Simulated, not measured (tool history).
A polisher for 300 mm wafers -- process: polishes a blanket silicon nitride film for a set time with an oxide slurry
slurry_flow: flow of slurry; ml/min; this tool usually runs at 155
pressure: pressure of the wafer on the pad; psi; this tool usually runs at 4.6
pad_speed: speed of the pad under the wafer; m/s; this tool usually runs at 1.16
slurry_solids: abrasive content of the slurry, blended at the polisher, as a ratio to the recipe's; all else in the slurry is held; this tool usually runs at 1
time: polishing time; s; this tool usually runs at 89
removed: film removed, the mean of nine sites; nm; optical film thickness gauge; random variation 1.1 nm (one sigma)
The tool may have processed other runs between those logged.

run     day  slurry_flow  pressure  pad_speed  slurry_solids  time  incoming thickness of the incoming film, nm  removed
  1       0          155       4.6       1.16              1    89                                          455     79.3
  2   1.642          155       4.6       1.16              1    89                                        451.3     81.4
  3   5.912          155       4.6       1.16              1    89                                        443.7     80.9
  4   8.683          155       4.6       1.16              1    89                                        454.5     79.4
  5  14.192          155       4.6       1.16              1    89                                        450.4     82.6
  6   15.95          155       4.6       1.32              1    89                                        444.8     88.1
  7  19.271          155       4.6       1.32              1    89                                        447.6     92.9
  8  23.346          155       4.6       1.34              1    89                                        447.9     89.2
  9  27.496          155       4.6       1.16              1    89                                          457     81.2
 10  36.412          110       4.6       1.16            1.2    89                                        439.7     89.6
 11  38.854          155       3.1       1.16              1   107                                        448.2       66
 12  49.808          155       4.6       0.82            1.3    89                                        449.1     72.8
 13  53.712          155       3.9       1.16              1    89                                        457.4     68.4
 14  55.871          155         6       1.16              1    89                                        448.2      109
 15  59.975          155       4.6       1.16            1.1    89                                        451.4       86
 16   61.65          155       4.6       1.16              1    89                                          448     80.5
 17  64.767          185       4.6       0.96            1.2   113                                        448.5    101.9
 18  68.038          155       4.6       1.16              1    89                                        453.7       79
 19  69.771          155       3.1       1.16              1    89                                        447.7     55.6
 20  73.058          155       4.6       1.34              1    89                                        450.9     91.4
 21  75.042          210       5.9       1.16              1    89                                        446.5    106.8
 22  76.846          205       5.5       0.98            1.3    89                                        447.3    100.5
 23  78.875          155       4.6       1.16              1    89                                        448.8     78.9
 24  82.829          155       4.6       0.88            0.7   104                                        452.5     53.5

Put back what was entered between runs (15 entries, withheld): which listed runs does each sit between, and how does the hidden state differ from the listed run before to the listed run after?
Run 1 -> run 2: head pressure recalibrated (day 0.404)
  no difference in the tool's unlogged condition between these two runs
Run 4 -> run 5: conditioning disc replaced and pad reconditioned (day 9.279); slurry nozzle cleaned (day 12.7)
  no difference in the tool's unlogged condition between these two runs
Run 5 -> run 6: slurry blender recalibrated (day 14.742)
  no difference in the tool's unlogged condition between these two runs
Run 6 -> run 7: worn pad replaced by a new one (day 17.054)
  no difference in the tool's unlogged condition between these two runs
Run 9 -> run 10: conditioning disc replaced and pad reconditioned (day 32.692); slurry blender recalibrated (day 34.196)
  no difference in the tool's unlogged condition between these two runs
Run 10 -> run 11: worn pad replaced by a new one (day 38.017)
  no difference in the tool's unlogged condition between these two runs
Run 11 -> run 12: head pressure recalibrated (day 48.079); slurry nozzle cleaned (day 48.433)
  no difference in the tool's unlogged condition between these two runs
Run 12 -> run 13: slurry blender recalibrated (day 53.108)
  no difference in the tool's unlogged condition between these two runs
Run 14 -> run 15: conditioning disc replaced and pad reconditioned (day 56.338); worn pad replaced by a new one (day 59.8)
  no difference in the tool's unlogged condition between these two runs
Run 19 -> run 20: slurry blender recalibrated (day 72.558)
  no difference in the tool's unlogged condition between these two runs
Run 21 -> run 22: conditioning disc replaced and pad reconditioned (day 75.508)
  no difference in the tool's unlogged condition between these two runs
